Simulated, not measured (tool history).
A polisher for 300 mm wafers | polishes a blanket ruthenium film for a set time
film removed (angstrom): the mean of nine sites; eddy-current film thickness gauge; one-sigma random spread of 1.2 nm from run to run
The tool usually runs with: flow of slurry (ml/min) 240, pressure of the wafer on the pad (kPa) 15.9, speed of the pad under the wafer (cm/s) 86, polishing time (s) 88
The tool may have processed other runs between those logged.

run	hour	flow of slurry (ml/min)	pressure of the wafer on the pad (kPa)	speed of the pad under the wafer (cm/s)	polishing time (s)	wafers since the last listed run	wafers polished on this pad	hours since the slurry nozzle was cleaned	hours since the head pressure was calibrated	incoming thickness of the incoming film, nm	film removed (angstrom)
1	0	265	15.9	86	88	0	5097	343.3	231.1	603.9	848
# hour 46.3: worn pad replaced by a new one
2	66.8	265	15.9	86	88	459	150	410.1	297.9	597.9	822
3	135.4	240	15.9	86	88	501	651	478.7	366.5	600	825
4	228.3	240	15.9	86	88	679	1331	571.6	459.4	608.3	825
5	299.8	240	15.9	86	88	522	1854	643.1	530.9	599.4	797
# hour 314.1: slurry nozzle cleaned
6	362.2	240	15.9	86	88	449	2303	48.1	593.3	597.4	824
7	452.8	240	15.9	86	88	662	2965	138.7	683.9	590.1	808
8	534.5	240	15.9	86	88	597	3563	220.4	765.6	610.5	829
9	594.5	240	15.9	86	88	438	4002	280.4	825.6	601.4	804
10	647.3	240	15.9	86	88	386	4388	333.2	878.4	598.2	808
# hour 705.9: worn pad replaced by a new one
11	729	240	15.9	86	88	568	169	414.9	960.1	596.9	793
12	781.7	240	15.9	86	88	385	554	467.6	1012.8	602.9	771
# hour 852.2: head pressure recalibrated
13	854.9	240	15.9	86	112	520	1075	540.8	2.7	601.2	1065
14	943.6	275	20.7	72	102	648	1723	629.5	91.4	589.5	1066
15	1023.2	275	19.3	86	88	582	2306	709.1	171	599.6	1009
# hour 1044.2: slurry nozzle cleaned
16	1063.9	240	15.9	86	88	290	2596	19.7	211.7	593.5	825
17	1144.4	170	15.9	86	88	588	3185	100.2	292.2	600.6	784
18	1238	240	19.3	100	88	684	3869	193.8	385.8	610	1125
19	1288.4	240	15.9	104	88	368	4238	244.2	436.2	612.1	946
20	1386.2	240	13.1	100	109	715	4953	342	534	603.9	956
21	1470.2	325	18.6	86	88	614	5567	426	618	592.3	956
# hour 1555.3: worn pad replaced by a new one
22	1577.3	320	15.9	86	88	754	161	533.1	725.1	606.6	805

Estimate the outcome of run 23 from the log above:
23	1654	240	15.9	86	88	560	721	609.8	801.8	595.3	?

{"run 23": {"film removed (angstrom)": 779}}
If the tool had no hidden condition, the same run with the same run-to-run variation would have returned film removed (angstrom) 814.

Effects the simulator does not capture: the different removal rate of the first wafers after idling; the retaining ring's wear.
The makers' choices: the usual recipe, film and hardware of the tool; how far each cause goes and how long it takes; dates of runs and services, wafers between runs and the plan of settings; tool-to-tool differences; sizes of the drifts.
